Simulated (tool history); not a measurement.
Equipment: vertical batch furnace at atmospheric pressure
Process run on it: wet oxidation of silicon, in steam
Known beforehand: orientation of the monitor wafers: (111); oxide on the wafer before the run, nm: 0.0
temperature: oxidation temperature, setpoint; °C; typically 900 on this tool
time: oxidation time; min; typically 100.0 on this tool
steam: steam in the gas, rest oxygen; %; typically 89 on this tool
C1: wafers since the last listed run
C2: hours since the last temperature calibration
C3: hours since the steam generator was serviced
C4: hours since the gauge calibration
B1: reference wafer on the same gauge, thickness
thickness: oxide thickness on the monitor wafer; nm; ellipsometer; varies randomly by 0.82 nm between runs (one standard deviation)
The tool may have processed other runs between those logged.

Run 1, hour 0.0: usual settings; C1 0; C2 2022.4; C3 1322.3; C4 2479.3; B1 343.99. Result: thickness 314.06 nm.
Run 2, hour 46.6: usual settings but time 130.5 min; C1 320; C2 2069.0; C3 1368.9; C4 2525.9; B1 343.88. Result: thickness 382.22 nm.
Run 3, hour 144.1: usual settings but time 130.5 min; C1 670; C2 2166.5; C3 1466.4; C4 2623.4; B1 344.04. Result: thickness 383.38 nm.
Run 4, hour 245.3: usual settings but time 130.5 min; C1 696; C2 2267.7; C3 1567.6; C4 2724.6; B1 343.95. Result: thickness 381.76 nm.
Run 5, hour 302.2: usual settings but time 87.5 min; C1 391; C2 2324.6; C3 1624.5; C4 2781.5; B1 343.85. Result: thickness 282.35 nm.
Run 6, hour 399.3: usual settings but time 87.5 min; C1 667; C2 2421.7; C3 1721.6; C4 2878.6; B1 344.05. Result: thickness 280.61 nm.
Run 7, hour 502.6: usual settings but steam 94 %; C1 710; C2 2525.0; C3 1824.9; C4 2981.9; B1 344.19. Result: thickness 324.70 nm.
Run 8, hour 583.2: usual settings but steam 94 %; C1 554; C2 2605.6; C3 1905.5; C4 3062.5; B1 343.79. Result: thickness 326.00 nm.
Run 9, hour 634.3: usual settings; C1 351; C2 2656.7; C3 1956.6; C4 3113.6; B1 343.85. Result: thickness 311.26 nm.
Run 10, hour 678.0: usual settings; C1 300; C2 2700.4; C3 2000.3; C4 3157.3; B1 344.01. Result: thickness 313.21 nm.
Run 11, hour 767.1: usual settings but temperature 886 °C, steam 82 %; C1 612; C2 2789.5; C3 2089.4; C4 3246.4; B1 344.05. Result: thickness 248.87 nm.
Run 12, hour 829.4: usual settings but temperature 886 °C, steam 82 %; C1 428; C2 2851.8; C3 2151.7; C4 3308.7; B1 343.87. Result: thickness 249.02 nm.
Run 13, hour 924.4: usual settings but temperature 886 °C, steam 82 %; C1 653; C2 2946.8; C3 2246.7; C4 3403.7; B1 343.94. Result: thickness 247.22 nm.
Run 14, hour 1017.0: usual settings but time 81.5 min; C1 636; C2 3039.4; C3 2339.3; C4 3496.3; B1 344.07. Result: thickness 264.89 nm.
At hour 1017.7: gauge calibrated.
Run 15, hour 1061.2: usual settings but time 81.5 min; C1 304; C2 3083.6; C3 2383.5; C4 43.5; B1 343.82. Result: thickness 265.48 nm.
Run 16, hour 1165.3: usual settings; C1 716; C2 3187.7; C3 2487.6; C4 147.6; B1 343.84. Result: thickness 310.50 nm.
Run 17, hour 1235.5: usual settings but time 130.5 min; C1 482; C2 3257.9; C3 2557.8; C4 217.8; B1 344.19. Result: thickness 376.52 nm.
Run 18, hour 1341.7: usual settings but steam 81 %; C1 730; C2 3364.1; C3 2664.0; C4 324.0; B1 343.93. Result: thickness 288.09 nm.
Run 19, hour 1435.4: usual settings but time 54.0 min, steam 77 %; C1 644; C2 3457.8; C3 2757.7; C4 417.7; B1 343.87. Result: thickness 167.53 nm.
Run 20, hour 1472.3: usual settings but time 133.5 min; C1 253; C2 3494.7; C3 2794.6; C4 454.6; B1 344.05. Result: thickness 382.15 nm.
Run 21, hour 1561.5: usual settings but steam 84 %; C1 613; C2 3583.9; C3 2883.8; C4 543.8; B1 343.91. Result: thickness 294.50 nm.
Run 22, hour 1632.3: usual settings; C1 487; C2 3654.7; C3 2954.6; C4 614.6; B1 343.97. Result: thickness 307.48 nm.
Run 23, hour 1732.7: usual settings; C1 690; C2 3755.1; C3 3055.0; C4 715.0; B1 343.86. Result: thickness 307.47 nm.
Run 24, hour 1785.9: usual settings but temperature 907 °C, time 72.5 min, steam 96 %; C1 365; C2 3808.3; C3 3108.2; C4 768.2; B1 344.01. Result: thickness 274.40 nm.
Run 25, hour 1851.0: usual settings but temperature 908 °C, steam 96 %; C1 447; C2 3873.4; C3 3173.3; C4 833.3; B1 344.09. Result: thickness 351.03 nm.
At hour 1881.8: thermocouples replaced and temperature profile calibrated.
At hour 1907.1: steam generator serviced.
Run 26, hour 1931.9: usual settings but temperature 877 °C, steam 83 %; C1 226; C2 50.1; C3 24.8; C4 914.2; B1 343.93. Result: thickness 227.37 nm.
Run 27, hour 2015.6: usual settings; C1 575; C2 133.8; C3 108.5; C4 997.9; B1 344.13. Result: thickness 316.67 nm.
Run 28, hour 2090.0: usual settings but temperature 909 °C, steam 97 %; C1 511; C2 208.2; C3 182.9; C4 1072.3; B1 344.09. Result: thickness 367.12 nm.
Run 29, hour 2131.3: usual settings; C1 284; C2 249.5; C3 224.2; C4 1113.6; B1 344.10. Result: thickness 313.52 nm.
Run 30, hour 2214.4: usual settings but time 130.5 min; C1 571; C2 332.6; C3 307.3; C4 1196.7; B1 343.99. Result: thickness 385.45 nm.
Run 31, hour 2250.7: usual settings but temperature 916 °C, steam 82 %; C1 249; C2 368.9; C3 343.6; C4 1233.0; B1 344.15. Result: thickness 345.08 nm.
Run 32, hour 2315.3: usual settings but temperature 878 °C; C1 444; C2 433.5; C3 408.2; C4 1297.6; B1 344.04. Result: thickness 244.04 nm.
Run 33, hour 2369.5: usual settings but time 61.0 min; C1 372; C2 487.7; C3 462.4; C4 1351.8; B1 344.09. Result: thickness 213.75 nm.
Run 34, hour 2441.8: usual settings but temperature 879 °C, time 87.0 min; C1 497; C2 560.0; C3 534.7; C4 1424.1; B1 344.02. Result: thickness 220.20 nm.
Run 35, hour 2533.1: usual settings but temperature 922 °C; C1 628; C2 651.3; C3 626.0; C4 1515.4; B1 344.06. Result: thickness 383.41 nm.
Run 36, hour 2636.3: usual settings; C1 709; C2 754.5; C3 729.2; C4 1618.6; B1 343.92. Result: thickness 314.49 nm.
Run 37, hour 2702.0: usual settings; C1 451; C2 820.2; C3 794.9; C4 1684.3; B1 344.00. Result: thickness 314.08 nm.

Branching from run 37: 5 alternative next runs. What would each branch give?
Run A, hour 2707.9: usual settings but time 63.0 min; C1 40; C2 826.1; C3 800.8; C4 1690.2; B1 ?. Result: thickness ?.
Run B, hour 2707.9: usual settings but time 77.0 min, steam 83 %; C1 40; C2 826.1; C3 800.8; C4 1690.2; B1 ?. Result: thickness ?.
Run C, hour 2707.9: usual settings but time 119.5 min, steam 97 %; C1 40; C2 826.1; C3 800.8; C4 1690.2; B1 ?. Result: thickness ?.
Run D, hour 2707.9: usual settings but temperature 885 °C, time 128.5 min; C1 40; C2 826.1; C3 800.8; C4 1690.2; B1 ?. Result: thickness ?.
Run E, hour 2707.9: usual settings but temperature 917 °C, steam 79 %; C1 40; C2 826.1; C3 800.8; C4 1690.2; B1 ?. Result: thickness ?.

run      B1  thickness
  A  344.20     218.89
  B  344.20     243.06
  C  344.20     383.37
  D  344.20     323.48
  E  344.20     337.86
Take away the tool's hidden state, keep each run's random variation, and the runs would have read:
run  thickness
  A     219.57
  B     243.80
  C     384.46
  D     324.44
  E     338.82

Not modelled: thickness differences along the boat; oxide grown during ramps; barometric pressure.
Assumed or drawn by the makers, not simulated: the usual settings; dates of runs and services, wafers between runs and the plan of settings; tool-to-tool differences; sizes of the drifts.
